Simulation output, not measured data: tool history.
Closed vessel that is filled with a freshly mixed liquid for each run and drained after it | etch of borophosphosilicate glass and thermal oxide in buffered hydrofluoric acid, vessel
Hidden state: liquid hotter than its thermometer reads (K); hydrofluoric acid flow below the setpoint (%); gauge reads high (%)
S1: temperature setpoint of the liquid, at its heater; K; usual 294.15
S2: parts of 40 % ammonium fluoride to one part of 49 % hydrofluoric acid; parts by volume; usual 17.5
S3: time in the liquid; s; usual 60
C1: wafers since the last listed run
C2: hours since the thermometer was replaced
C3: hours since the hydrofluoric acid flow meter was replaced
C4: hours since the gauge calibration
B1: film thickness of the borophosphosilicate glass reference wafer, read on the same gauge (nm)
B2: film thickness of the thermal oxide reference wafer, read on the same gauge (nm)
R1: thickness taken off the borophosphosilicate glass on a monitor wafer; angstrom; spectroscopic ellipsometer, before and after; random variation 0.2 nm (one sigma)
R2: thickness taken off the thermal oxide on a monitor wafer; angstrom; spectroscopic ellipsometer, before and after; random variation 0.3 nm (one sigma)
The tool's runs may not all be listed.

run,hour,S1,S2,S3,C1,C2,C3,C4,B1,B2,R1,R2
1,0.0,294.15,17.5,60,0,1377.5,1008.4,410.6,100.02,90.01,544.2,372.8
2,77.2,294.15,17.5,60,10281,1454.7,1085.6,487.8,100.00,90.01,541.8,367.3
3,152.5,294.15,12.5,60,10028,1530.0,1160.9,563.1,99.99,90.00,767.3,512.0
4,225.4,294.15,12.5,60,9708,1602.9,1233.8,636.0,100.02,90.00,760.0,508.7
5,288.6,294.15,17.5,60,8416,1666.1,1297.0,699.2,100.01,89.99,545.2,376.9
6,387.2,294.15,17.5,60,13131,1764.7,1395.6,797.8,99.99,90.01,555.1,379.6
7,449.2,290.65,17.5,60,8256,1826.7,1457.6,859.8,99.99,89.99,456.2,307.7
8,519.6,294.15,17.5,60,9375,1897.1,1528.0,930.2,100.03,89.98,550.0,375.8
9,568.9,291.65,13.5,35,6565,1946.4,1577.3,979.5,100.00,90.00,367.1,251.7
# hour 607.3: gauge calibrated
10,663.2,296.15,22.5,90,12558,2040.7,1671.6,55.9,100.00,90.00,748.2,512.0
11,757.2,294.15,17.5,60,12518,2134.7,1765.6,149.9,99.96,89.99,561.0,384.2
# hour 776.4: hydrofluoric acid flow meter replaced
# hour 780.6: thermometer replaced
12,848.1,296.15,17.5,60,11839,67.5,71.7,240.8,100.00,90.00,568.3,386.5
13,914.9,294.15,17.5,60,8896,134.3,138.5,307.6,100.00,90.00,511.1,339.1
14,989.7,294.15,17.5,70,9961,209.1,213.3,382.4,99.99,90.00,594.7,398.1

5 ways to go on from here, each from the tool as it stands after run 14. What would each give?
A,990.4,294.15,17.5,60,93,209.8,214.0,383.1,?,?,?,?
B,990.4,294.15,14.0,45,93,209.8,214.0,383.1,?,?,?,?
C,990.4,294.15,19.5,80,93,209.8,214.0,383.1,?,?,?,?
D,990.4,294.15,15.5,60,93,209.8,214.0,383.1,?,?,?,?
E,990.4,296.65,17.5,30,93,209.8,214.0,383.1,?,?,?,?

run,B1,B2,R1,R2
A,100.00,90.00,510.1,350.2
B,100.00,90.00,477.0,327.2
C,100.00,90.00,611.0,419.6
D,100.00,90.00,575.1,394.7
E,100.00,90.00,292.3,201.0
Without the tool's hidden state the same runs would have given:
run,R1,R2
A,500.3,343.5
B,467.9,320.9
C,599.3,411.5
D,564.2,387.1
E,286.8,197.2
